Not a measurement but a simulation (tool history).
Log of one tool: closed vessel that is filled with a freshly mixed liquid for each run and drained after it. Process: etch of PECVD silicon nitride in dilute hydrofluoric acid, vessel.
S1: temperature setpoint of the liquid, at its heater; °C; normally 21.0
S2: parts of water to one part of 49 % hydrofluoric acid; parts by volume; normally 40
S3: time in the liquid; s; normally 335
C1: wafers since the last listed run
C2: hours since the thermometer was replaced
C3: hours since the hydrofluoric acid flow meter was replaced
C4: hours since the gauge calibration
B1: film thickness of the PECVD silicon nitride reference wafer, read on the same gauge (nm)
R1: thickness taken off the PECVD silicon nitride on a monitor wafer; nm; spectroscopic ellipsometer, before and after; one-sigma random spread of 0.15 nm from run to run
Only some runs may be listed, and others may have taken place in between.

run	hour	S1	S2	S3	C1	C2	C3	C4	B1	R1
1	0.0	21.0	40	335	0	1454.1	1740.9	160.0	69.98	22.56
2	30.3	21.0	40	335	1752	1484.4	1771.2	190.3	70.02	22.83
3	55.5	21.0	40	335	1457	1509.6	1796.4	215.5	70.00	22.85
4	74.7	21.0	40	335	1110	1528.8	1815.6	234.7	70.02	23.04
5	106.9	23.0	40	335	1862	1561.0	1847.8	266.9	70.00	26.26
6	136.2	23.0	40	335	1694	1590.3	1877.1	296.2	69.98	25.85
# hour 152.5: thermometer replaced
7	160.2	21.0	35	335	1330	7.7	1901.1	320.2	69.97	22.57
8	179.5	22.5	45	240	1116	27.0	1920.4	339.5	70.00	13.98
9	193.4	21.0	40	335	803	40.9	1934.3	353.4	70.02	19.99
# hour 220.3: gauge calibrated
10	222.6	21.0	45	145	1688	70.1	1963.5	2.3	70.00	7.71
# hour 313.5: hydrofluoric acid flow meter replaced
11	316.7	21.0	40	335	5384	164.2	3.2	96.4	70.02	20.07
12	351.5	17.0	45	520	2012	199.0	38.0	131.2	69.98	21.13
13	377.9	21.0	50	210	1526	225.4	64.4	157.6	70.02	10.21
14	395.4	18.5	60	535	1012	242.9	81.9	175.1	69.98	18.37
15	408.1	18.0	40	410	734	255.6	94.6	187.8	70.00	20.06

Alternative continuations, all from the tool just after run 15; predict every row:
A	408.8	26.0	40	335	40	256.3	95.3	188.5	?	?
B	408.8	21.0	40	190	40	256.3	95.3	188.5	?	?
C	408.8	21.0	20	335	40	256.3	95.3	188.5	?	?
D	408.8	21.0	45	265	40	256.3	95.3	188.5	?	?

run	B1	R1
A	69.99	28.41
B	69.99	11.48
C	69.99	39.41
D	69.99	14.28
Stripped of hidden state, with their random variation kept, the same runs would have yielded:
run	R1
A	27.66
B	11.16
C	38.32
D	13.89
